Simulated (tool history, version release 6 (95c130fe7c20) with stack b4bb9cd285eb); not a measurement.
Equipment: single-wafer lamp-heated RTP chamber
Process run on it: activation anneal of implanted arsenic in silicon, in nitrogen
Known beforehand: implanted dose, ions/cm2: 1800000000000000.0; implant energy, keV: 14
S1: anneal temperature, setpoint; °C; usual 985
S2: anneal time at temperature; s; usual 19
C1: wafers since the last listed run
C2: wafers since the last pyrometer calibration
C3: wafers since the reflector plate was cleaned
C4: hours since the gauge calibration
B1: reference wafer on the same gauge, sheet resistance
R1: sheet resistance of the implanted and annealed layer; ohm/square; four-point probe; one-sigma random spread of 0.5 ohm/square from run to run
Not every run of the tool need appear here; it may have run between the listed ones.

run,day,S1,S2,C1,C2,C3,C4,B1,R1
1,0.000,966,19,0,2161,7561,489.5,126.91,122.78
2,1.038,966,19,246,2407,7808,514.4,126.95,121.89
3,2.421,966,19,328,2736,8136,547.6,126.97,122.04
4,3.621,985,19,284,3020,8421,576.4,127.15,110.02
5,5.050,975,19,339,3360,8760,610.7,126.93,115.44
6,5.608,975,19,132,3492,8892,624.1,126.93,116.29
7,6.850,975,19,294,3787,9187,653.9,126.97,115.71
8,7.692,985,19,199,3986,9387,674.1,126.99,109.24
9,8.367,985,19,160,4147,9547,690.3,126.97,108.82
10,9.533,985,19,276,4423,9824,718.3,126.96,109.47
11,10.558,970,19,243,4667,10067,742.9,127.13,118.36
12,11.979,985,19,337,5004,10404,777.0,126.98,109.54
13,13.375,985,19,331,5335,10735,810.5,127.03,109.18
14,15.104,985,19,410,5745,11146,852.0,127.06,108.95
# day 15.575: gauge calibrated
# day 16.442: pyrometer window cleaned and pyrometer calibrated
15,16.462,985,19,243,4,11389,21.3,126.91,112.44
16,17.021,985,19,132,136,11521,34.7,126.96,112.79
17,18.354,985,19,316,453,11838,66.7,126.78,112.39
18,19.767,1006,14,335,788,12173,100.6,127.03,104.58
19,21.012,993,13,295,1084,12468,130.5,126.87,114.06
20,21.950,958,11,222,1306,12691,153.0,126.92,137.62
21,22.904,985,19,226,1533,12917,175.9,126.98,111.51
22,24.046,999,19,270,1804,13188,203.3,126.95,101.39
23,25.021,996,27,231,2035,13420,226.7,126.98,96.84
24,26.062,985,19,247,2282,13667,251.7,127.04,110.51
25,26.846,1002,19,185,2468,13853,270.5,126.86,100.08
# day 28.050: reflector plate cleaned
26,28.117,985,19,222,2690,15,301.0,126.92,115.25
27,29.554,1000,27,341,3032,356,335.5,126.99,96.65
28,30.654,985,19,261,3293,617,361.9,127.04,113.54
29,31.950,985,19,307,3600,925,393.0,127.04,112.84
30,32.712,994,14,180,3781,1106,411.3,127.16,113.24
31,33.504,985,19,187,3969,1293,430.3,127.00,113.43
32,34.208,964,27,167,4136,1460,447.2,127.15,119.61
33,35.475,964,29,300,4437,1761,477.6,126.78,117.81
34,36.704,985,19,291,4728,2053,507.1,127.02,112.28

Forecast each of these 4 alternatives for the next run:
A,36.721,985,19,3,4732,2057,507.5,?,?
B,36.721,1011,25,3,4732,2057,507.5,?,?
C,36.721,985,29,3,4732,2057,507.5,?,?
D,36.721,964,9,3,4732,2057,507.5,?,?

run,B1,R1
A,127.12,112.46
B,127.12,91.21
C,127.12,103.74
D,127.12,137.57
Stripped of hidden state, with their random variation kept, the same runs would have yielded:
run,R1
A,118.95
B,96.91
C,110.40
D,142.46
